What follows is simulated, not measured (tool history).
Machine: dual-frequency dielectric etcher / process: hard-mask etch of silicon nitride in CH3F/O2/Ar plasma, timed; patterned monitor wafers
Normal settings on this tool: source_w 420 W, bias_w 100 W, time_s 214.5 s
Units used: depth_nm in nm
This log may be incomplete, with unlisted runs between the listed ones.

run   hour  source_w  bias_w  time_s  read-back reference wafer on the same gauge, depth_nm  depth_nm
  1    0.0       420     100   214.5                                                  148.1     151.4
  2   22.6       420     100   214.5                                                  148.0     151.0
  3   36.0       420     100   214.5                                                  148.0     151.9
  4   59.3       420     100   214.5                                                  147.9     151.2
  5  141.7       420     100   214.5                                                  148.0     151.2
  6  160.1       420     100   214.5                                                  148.0     151.4
  7  199.7       420     100   214.5                                                  148.1     152.0
  8  200.1       420     100   214.5                                                  148.0     151.0
  9  234.8       380     100   214.5                                                  148.0     145.3
 10  250.8       380     110   150.0                                                  148.0     105.0
 11  270.7       420     100   159.0                                                  147.9     112.5
 12  287.0       420      94   214.5                                                  148.1     146.9
 13  301.8       420     116   214.5                                                  147.9     159.4
 14  334.7       450     116   182.5                                                  148.1     140.5
 15  352.3       420     100   214.5                                                  148.0     151.4
 16  379.6       470      91   214.5                                                  147.9     152.9
 17  414.0       360     111   179.0                                                  148.3     122.1
 18  439.6       450     100   214.5                                                  148.0     155.5
 19  469.5       330     100   236.0                                                  147.9     149.4
 20  497.1       460     100   214.5                                                  148.0     157.2
 21  592.0       420     107   214.5                                                  148.0     155.7
 22  604.5       420     100   214.5                                                  148.0     151.8
 23  618.7       460     100   244.5                                                  148.0     178.6
 24  655.6       420     100   214.5                                                  148.0     151.3
 25  671.6       420     100   272.5                                                  147.9     193.1
 26  692.7       420      75   214.5                                                  147.9     136.7
 27  708.2       420     100   214.5                                                  147.8     150.9
 28  732.6       330      86   237.5                                                  147.9     143.1
 29  764.7       420     100   214.5                                                  148.1     151.9
 30  790.2       460      78   270.5                                                  148.1     181.3

Between the runs listed above, the log contained 6 entries, not reproduced here. Where in the sequence does each belong, and how does what the log doesn't record of the tool's condition differ from the listed run before to the listed run after?
From run 6 to run 7: wet clean of the chamber (hour 199.2)
  no difference in the tool's unlogged condition between these two runs
From run 9 to run 10: source power generator calibrated (hour 250.3)
  no difference in the tool's unlogged condition between these two runs
From run 13 to run 14: upper electrode replaced (hour 334.2)
  no difference in the tool's unlogged condition between these two runs
From run 14 to run 15: gauge calibrated (hour 340.3)
  no difference in the tool's unlogged condition between these two runs
From run 16 to run 17: bias power generator calibrated (hour 413.5)
  no difference in the tool's unlogged condition between these two runs
From run 23 to run 24: wet clean of the chamber (hour 655.1)
  no difference in the tool's unlogged condition between these two runs

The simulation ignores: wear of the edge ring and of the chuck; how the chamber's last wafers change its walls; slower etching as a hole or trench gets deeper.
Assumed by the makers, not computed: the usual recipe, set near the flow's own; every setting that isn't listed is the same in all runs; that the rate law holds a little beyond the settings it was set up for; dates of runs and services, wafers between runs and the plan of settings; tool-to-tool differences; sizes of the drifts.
